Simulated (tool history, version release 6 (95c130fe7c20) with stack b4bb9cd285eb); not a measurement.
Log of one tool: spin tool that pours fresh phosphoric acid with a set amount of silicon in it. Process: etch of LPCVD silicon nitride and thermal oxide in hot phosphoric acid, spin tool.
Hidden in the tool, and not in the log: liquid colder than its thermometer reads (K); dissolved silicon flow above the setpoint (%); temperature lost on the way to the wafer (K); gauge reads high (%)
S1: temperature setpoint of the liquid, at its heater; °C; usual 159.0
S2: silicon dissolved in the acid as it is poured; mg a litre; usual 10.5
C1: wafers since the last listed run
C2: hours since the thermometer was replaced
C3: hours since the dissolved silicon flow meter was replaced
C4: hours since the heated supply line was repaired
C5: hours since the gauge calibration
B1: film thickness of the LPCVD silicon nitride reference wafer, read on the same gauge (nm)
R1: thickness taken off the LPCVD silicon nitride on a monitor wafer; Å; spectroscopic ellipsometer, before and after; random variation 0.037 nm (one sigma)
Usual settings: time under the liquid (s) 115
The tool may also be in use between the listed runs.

{"run": 1, "hour": 0.0, "S1": 159.0, "S2": 10.5, "time under the liquid (s)": 115, "C1": 0, "C2": 1534.4, "C3": 621.5, "C4": 1391.2, "C5": 58.5, "B1": 139.98, "R1": 79.9}
{"run": 2, "hour": 21.9, "S1": 160.5, "S2": 10.5, "time under the liquid (s)": 115, "C1": 302, "C2": 1556.3, "C3": 643.4, "C4": 1413.1, "C5": 80.4, "B1": 140.03, "R1": 86.4}
{"run": 3, "hour": 57.8, "S1": 160.5, "S2": 10.5, "time under the liquid (s)": 115, "C1": 496, "C2": 1592.2, "C3": 679.3, "C4": 1449.0, "C5": 116.3, "B1": 140.01, "R1": 86.1}
{"run": 4, "hour": 77.3, "S1": 159.0, "S2": 10.5, "time under the liquid (s)": 115, "C1": 269, "C2": 1611.7, "C3": 698.8, "C4": 1468.5, "C5": 135.8, "B1": 140.02, "R1": 79.7}
{"run": 5, "hour": 101.4, "S1": 159.0, "S2": 10.5, "time under the liquid (s)": 115, "C1": 333, "C2": 1635.8, "C3": 722.9, "C4": 1492.6, "C5": 159.9, "B1": 140.04, "R1": 79.1}
{"run": 6, "hour": 135.5, "S1": 159.0, "S2": 10.5, "time under the liquid (s)": 115, "C1": 471, "C2": 1669.9, "C3": 757.0, "C4": 1526.7, "C5": 194.0, "B1": 140.04, "R1": 77.9}
{"run": 7, "hour": 157.8, "S1": 159.0, "S2": 10.5, "time under the liquid (s)": 115, "C1": 308, "C2": 1692.2, "C3": 779.3, "C4": 1549.0, "C5": 216.3, "B1": 140.01, "R1": 77.5}
{"hour": 163.2, "done": "gauge calibrated"}
{"run": 8, "hour": 191.4, "S1": 159.0, "S2": 10.5, "time under the liquid (s)": 115, "C1": 464, "C2": 1725.8, "C3": 812.9, "C4": 1582.6, "C5": 28.2, "B1": 139.98, "R1": 77.7}
{"run": 9, "hour": 208.6, "S1": 159.0, "S2": 10.5, "time under the liquid (s)": 115, "C1": 237, "C2": 1743.0, "C3": 830.1, "C4": 1599.8, "C5": 45.4, "B1": 139.99, "R1": 77.3}
{"hour": 210.2, "done": "heated supply line repaired"}
{"run": 10, "hour": 231.2, "S1": 159.0, "S2": 10.5, "time under the liquid (s)": 145, "C1": 298, "C2": 1765.6, "C3": 852.7, "C4": 21.0, "C5": 68.0, "B1": 140.0, "R1": 115.7}
{"run": 11, "hour": 249.5, "S1": 159.0, "S2": 10.5, "time under the liquid (s)": 135, "C1": 253, "C2": 1783.9, "C3": 871.0, "C4": 39.3, "C5": 86.3, "B1": 140.01, "R1": 107.3}
{"run": 12, "hour": 282.5, "S1": 159.0, "S2": 15.5, "time under the liquid (s)": 115, "C1": 456, "C2": 1816.9, "C3": 904.0, "C4": 72.3, "C5": 119.3, "B1": 139.99, "R1": 91.8}
{"hour": 285.8, "done": "thermometer replaced"}
{"run": 13, "hour": 298.9, "S1": 157.5, "S2": 7.5, "time under the liquid (s)": 115, "C1": 212, "C2": 13.1, "C3": 920.4, "C4": 88.7, "C5": 135.7, "B1": 139.98, "R1": 94.3}
{"hour": 310.4, "done": "dissolved silicon flow meter replaced"}
{"run": 14, "hour": 326.2, "S1": 159.0, "S2": 10.5, "time under the liquid (s)": 115, "C1": 363, "C2": 40.4, "C3": 15.8, "C4": 116.0, "C5": 163.0, "B1": 139.99, "R1": 99.0}
{"run": 15, "hour": 346.9, "S1": 159.0, "S2": 8.0, "time under the liquid (s)": 115, "C1": 286, "C2": 61.1, "C3": 36.5, "C4": 136.7, "C5": 183.7, "B1": 140.0, "R1": 98.3}
{"run": 16, "hour": 369.1, "S1": 159.0, "S2": 10.5, "time under the liquid (s)": 115, "C1": 307, "C2": 83.3, "C3": 58.7, "C4": 158.9, "C5": 205.9, "B1": 140.01, "R1": 97.9}
{"run": 17, "hour": 388.6, "S1": 157.0, "S2": 14.5, "time under the liquid (s)": 85, "C1": 269, "C2": 102.8, "C3": 78.2, "C4": 178.4, "C5": 225.4, "B1": 140.0, "R1": 67.6}
{"run": 18, "hour": 402.8, "S1": 156.5, "S2": 10.5, "time under the liquid (s)": 115, "C1": 196, "C2": 117.0, "C3": 92.4, "C4": 192.6, "C5": 239.6, "B1": 140.03, "R1": 89.4}
{"run": 19, "hour": 415.0, "S1": 158.0, "S2": 4.5, "time under the liquid (s)": 155, "C1": 168, "C2": 129.2, "C3": 104.6, "C4": 204.8, "C5": 251.8, "B1": 140.01, "R1": 126.3}

3 ways to go on from here, each from the tool as it stands after run 19. What would each give?
{"run": "A", "hour": 415.4, "S1": 159.0, "S2": 10.5, "time under the liquid (s)": 115, "C1": 5, "C2": 129.6, "C3": 105.0, "C4": 205.2, "C5": 252.2, "B1": "?", "R1": "?"}
{"run": "B", "hour": 415.4, "S1": 158.0, "S2": 17.0, "time under the liquid (s)": 150, "C1": 5, "C2": 129.6, "C3": 105.0, "C4": 205.2, "C5": 252.2, "B1": "?", "R1": "?"}
{"run": "C", "hour": 415.4, "S1": 160.5, "S2": 14.5, "time under the liquid (s)": 85, "C1": 5, "C2": 129.6, "C3": 105.0, "C4": 205.2, "C5": 252.2, "B1": "?", "R1": "?"}

run=A B1=139.99 R1=97.8
run=B B1=139.99 R1=123.3
run=C B1=139.99 R1=76.0
Without the tool's hidden state the same runs would have given:
run=A R1=102.8
run=B R1=129.7
run=C R1=79.9

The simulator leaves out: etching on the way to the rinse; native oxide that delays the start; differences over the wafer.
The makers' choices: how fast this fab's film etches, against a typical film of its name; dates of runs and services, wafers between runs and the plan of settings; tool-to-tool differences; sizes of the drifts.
